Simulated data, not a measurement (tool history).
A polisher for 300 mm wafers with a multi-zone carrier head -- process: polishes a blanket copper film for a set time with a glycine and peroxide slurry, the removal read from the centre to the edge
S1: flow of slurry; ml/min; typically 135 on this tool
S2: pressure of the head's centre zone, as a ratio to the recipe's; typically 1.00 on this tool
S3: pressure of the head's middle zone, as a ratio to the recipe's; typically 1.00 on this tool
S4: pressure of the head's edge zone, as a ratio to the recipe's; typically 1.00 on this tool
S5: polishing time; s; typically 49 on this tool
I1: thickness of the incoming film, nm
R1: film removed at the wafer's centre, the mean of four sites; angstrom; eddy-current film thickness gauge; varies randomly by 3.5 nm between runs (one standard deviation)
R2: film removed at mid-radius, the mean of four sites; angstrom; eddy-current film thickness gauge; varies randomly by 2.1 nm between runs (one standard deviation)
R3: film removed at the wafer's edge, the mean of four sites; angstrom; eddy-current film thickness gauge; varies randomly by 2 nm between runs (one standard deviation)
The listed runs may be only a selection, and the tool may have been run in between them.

run	hour	S1	S2	S3	S4	S5	I1	R1	R2	R3
1	0.0	115	0.95	1.00	1.00	49	942.7	2360	2496	2466
2	17.9	135	1.00	1.00	1.00	49	941.9	2466	2528	2471
3	29.0	135	1.00	1.00	1.00	49	933.1	2480	2515	2500
4	55.8	135	1.00	1.00	1.00	49	942.8	2482	2486	2430
# hour 67.1: worn pad replaced by a new one, repeated, since the last time left the tool worse
5	70.8	115	0.92	1.00	0.95	42	944.0	2210	2424	2337
6	82.1	135	1.09	1.00	1.00	38	942.5	2409	2236	2183
7	90.7	135	1.00	1.03	1.00	42	946.8	2382	2502	2380
8	106.4	165	1.00	1.00	1.00	49	935.2	2853	2887	2860
9	114.3	135	1.00	1.00	1.09	55	951.3	3071	3156	3215
10	124.0	100	1.00	1.00	1.10	49	943.9	2623	2650	2796

Forecast run 11:
11	140.1	135	1.00	1.00	1.00	65	946.4	?	?	?

{"run 11": {"R1": 3603, "R2": 3640, "R3": 3618}}
The same run, on a tool lacking any hidden state, would have yielded R1 3830 angstrom, R2 3869 angstrom, R3 3846 angstrom.

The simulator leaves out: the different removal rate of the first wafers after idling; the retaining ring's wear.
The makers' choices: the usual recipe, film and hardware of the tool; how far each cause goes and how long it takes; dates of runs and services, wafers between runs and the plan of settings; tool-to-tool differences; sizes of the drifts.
